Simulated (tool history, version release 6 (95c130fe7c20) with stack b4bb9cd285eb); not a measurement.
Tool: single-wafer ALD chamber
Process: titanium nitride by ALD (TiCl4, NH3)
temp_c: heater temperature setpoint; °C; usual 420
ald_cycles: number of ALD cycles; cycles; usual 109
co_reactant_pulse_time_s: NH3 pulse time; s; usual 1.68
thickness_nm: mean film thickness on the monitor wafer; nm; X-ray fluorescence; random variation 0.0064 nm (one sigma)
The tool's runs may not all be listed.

| run | hour | temp_c | ald_cycles | co_reactant_pulse_time_s | read-back reference wafer on the same gauge, thickness_nm | thickness_nm |
|---|---|---|---|---|---|---|
| 1 | 0 | 428 | 109 | 1.68 | 2.602 | 2.507 |
| 2 | 31.1 | 428 | 109 | 1.68 | 2.601 | 2.513 |
| 3 | 43.9 | 428 | 109 | 1.68 | 2.6 | 2.513 |
| 4 | 63.1 | 420 | 120 | 1.68 | 2.6 | 2.748 |
| 5 | 86.6 | 420 | 109 | 1.68 | 2.599 | 2.505 |
| 6 | 107.5 | 420 | 109 | 1.68 | 2.6 | 2.512 |
|  | 130.1 | thermocouple changed; heater temperature recalibrated |
| 7 | 130.6 | 420 | 109 | 1.99 | 2.599 | 2.52 |
|  | 137.9 | gauge calibrated |
| 8 | 157.1 | 429 | 130 | 1.68 | 2.64 | 3.027 |
| 9 | 173.2 | 428 | 109 | 1.68 | 2.636 | 2.556 |
| 10 | 200 | 409 | 109 | 2.32 | 2.629 | 2.553 |
|  | 218.9 | showerhead replaced |
| 11 | 229.7 | 420 | 109 | 1.01 | 2.626 | 2.469 |

Forecast run 12:
| 12 | 243.6 | 420 | 109 | 1.68 | ? | ? |

{"run 12": {"read-back reference wafer on the same gauge, thickness_nm": 2.623, "thickness_nm": 2.522}}
Without the tool's hidden state the same run would have given thickness_nm 2.538 nm.
